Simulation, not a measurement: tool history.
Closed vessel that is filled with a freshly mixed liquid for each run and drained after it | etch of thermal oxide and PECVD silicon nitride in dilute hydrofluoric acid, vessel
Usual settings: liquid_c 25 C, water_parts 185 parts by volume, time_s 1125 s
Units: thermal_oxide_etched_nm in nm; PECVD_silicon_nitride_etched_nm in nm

run,hour,liquid_c,water_parts,time_s,"read-back film thickness of the thermal oxide reference wafer, read on the same gauge (nm)","read-back film thickness of the PECVD silicon nitride reference wafer, read on the same gauge (nm)",thermal_oxide_etched_nm,PECVD_silicon_nitride_etched_nm
1,0,25,185,1125,110.02,150,26.55,10.62
2,65.8,25,185,1125,110.02,150.03,26.67,10.47
3,133.5,25,185,1125,109.94,150,26.5,10.48
4,218.4,25,185,1125,109.98,150,26.5,10.52
5,273.2,22.5,140,885,110.02,149.98,26.32,9.26
6,370.7,25,185,1125,110.01,150,25.2,9.85
7,459.9,25,185,1540,109.98,149.96,34.78,13.59
8,565.3,25,250,1125,110,149.96,17.4,7.29
9,652.9,21.5,145,460,109.98,150,12.08,4.08
10,753.3,25,185,1125,109.99,150.02,26.41,10.18
11,852.6,25,185,1125,109.98,149.98,26.12,10.15
12,1099.2,23.5,270,1645,109.98,150.01,22.36,9.18
13,1183.6,25,185,1125,109.99,149.98,25.77,10.06
14,1279,21.5,130,1375,110.04,149.96,41.65,13.91
15,1370.7,25,185,1125,109.95,149.99,25.94,10.14
16,1461.9,25,185,1125,110.03,149.99,25.39,10.09
17,1533.9,25,155,1125,109.98,150.01,31.54,12.12
18,1584.1,29,255,1125,110.02,149.98,19.5,9.29
19,1643.3,25,160,1125,109.96,150.03,31.6,12.13
20,1721.5,25,235,1125,109.99,150,19.64,8.27
21,1803,25,185,1125,110.03,150.01,26.53,10.35
22,1865.2,26.5,245,1790,110.03,150,31.24,13.58
23,1944.3,25,185,1125,109.95,149.99,26.22,10.36
24,1999.1,25,185,1640,110,149.98,38.61,15.07
25,2045.8,25,185,1125,110,149.99,26.37,10.37
26,2088.4,26.5,185,1125,109.98,150.01,27.6,11.52

Not shown: 4 entries that the log had between the listed runs. Between which runs, and how does the tool's hidden state differ before and after?
Between runs 5 and 6: thermometer replaced (hour 325)
  liquid hotter than its thermometer reads (K): 0.901 -> 0.0625; hydrofluoric acid flow below the setpoint (%): 2.07 -> 2.43
  measured less the result without the state, thermal_oxide_etched_nm: +0.28 -> -0.7 nm; PECVD_silicon_nitride_etched_nm: +0.35 -> -0.21 nm
Between runs 6 and 7: gauge calibrated (hour 451.7)
  liquid hotter than its thermometer reads (K): 0.0625 -> 0.1; hydrofluoric acid flow below the setpoint (%): 2.43 -> 2.75
  measured less the result without the state, thermal_oxide_etched_nm: -0.7 -> -1.06 nm; PECVD_silicon_nitride_etched_nm: -0.21 -> -0.3 nm
Between runs 9 and 10: hydrofluoric acid flow meter replaced (hour 730.4)
  liquid hotter than its thermometer reads (K): 0.182 -> 0.225; hydrofluoric acid flow below the setpoint (%): 3.46 -> 0.798
  measured less the result without the state, thermal_oxide_etched_nm: -0.41 -> -0.04 nm; PECVD_silicon_nitride_etched_nm: -0.09 -> +0.07 nm
Between runs 18 and 19: hydrofluoric acid flow meter replaced (hour 1602.1)
  liquid hotter than its thermometer reads (K): 0.578 -> 0.603; hydrofluoric acid flow below the setpoint (%): 3.83 -> 0.583
  measured less the result without the state, thermal_oxide_etched_nm: -0.62 -> +0.49 nm; PECVD_silicon_nitride_etched_nm: -0.05 -> +0.39 nm

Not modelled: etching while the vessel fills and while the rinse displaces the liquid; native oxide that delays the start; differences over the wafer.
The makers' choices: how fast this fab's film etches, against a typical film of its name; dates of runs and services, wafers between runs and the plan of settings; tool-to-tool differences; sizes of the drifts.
